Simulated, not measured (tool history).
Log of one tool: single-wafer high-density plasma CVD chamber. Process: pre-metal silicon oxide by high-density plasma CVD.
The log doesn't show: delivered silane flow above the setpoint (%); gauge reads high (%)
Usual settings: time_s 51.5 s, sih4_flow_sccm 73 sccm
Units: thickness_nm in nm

run   hour  time_s  sih4_flow_sccm  wafers since the last listed run  hours since the silane flow controller was replaced  hours since the gauge calibration  read-back reference wafer on the same gauge, thickness_nm  thickness_nm
  1    0.0    54.3              73                                 0                                               2805.5                              124.6                                                    323.810       386.886
  2   17.3    54.3              73                               455                                               2822.8                              141.9                                                    324.061       386.344
  3   33.0    54.3              73                               413                                               2838.5                              157.6                                                    324.031       386.452
  4   45.8    59.1              73                               336                                               2851.3                              170.4                                                    324.057       420.752
  5   56.0    59.1              73                               268                                               2861.5                              180.6                                                    324.062       421.247
  6   72.7    51.5              73                               439                                               2878.2                              197.3                                                    324.067       366.988
  7   86.5    51.5              73                               363                                               2892.0                              211.1                                                    323.918       366.541
      96.3  -- gauge calibrated
  8  100.8    51.5              73                               376                                               2906.3                                4.5                                                    324.216       366.814
  9  109.3    51.5              73                               223                                               2914.8                               13.0                                                    323.971       367.137
 10  126.2    46.8              73                               444                                               2931.7                               29.9                                                    323.881       333.848
 11  141.9    56.1              68                               413                                               2947.4                               45.6                                                    323.806       372.252
 12  156.4    45.4              73                               381                                               2961.9                               60.1                                                    323.785       322.733
     179.2  -- silane flow controller replaced
 13  179.6    43.1              59                               399                                                  0.4                               83.3                                                    323.963       248.462
 14  188.6    51.5              73                               236                                                  9.4                               92.3                                                    324.004       366.430
 15  206.3    54.3              81                               465                                                 27.1                              110.0                                                    324.107       429.863
 16  223.8    60.4              64                               460                                                 44.6                              127.5                                                    324.109       377.376
 17  239.6    57.1              64                               415                                                 60.4                              143.3                                                    323.949       357.581
 18  250.2    46.8              67                               278                                                 71.0                              153.9                                                    323.939       306.158
 19  258.1    51.5              73                               207                                                 78.9                              161.8                                                    324.000       366.554

Forecast each of these 3 alternatives for the next run:
  A  258.5    45.9              73                                10                                                 79.3                              162.2                                                          ?             ?
  B  258.5    46.7              85                                10                                                 79.3                              162.2                                                          ?             ?
  C  258.5    51.5              64                                10                                                 79.3                              162.2                                                          ?             ?

run  read-back reference wafer on the same gauge, thickness_nm  thickness_nm
  A                                                    324.041       326.836
  B                                                    324.041       387.196
  C                                                    324.041       321.501
Without the tool's hidden state the same runs would have given:
run  thickness_nm
  A       326.836
  B       387.196
  C       321.501

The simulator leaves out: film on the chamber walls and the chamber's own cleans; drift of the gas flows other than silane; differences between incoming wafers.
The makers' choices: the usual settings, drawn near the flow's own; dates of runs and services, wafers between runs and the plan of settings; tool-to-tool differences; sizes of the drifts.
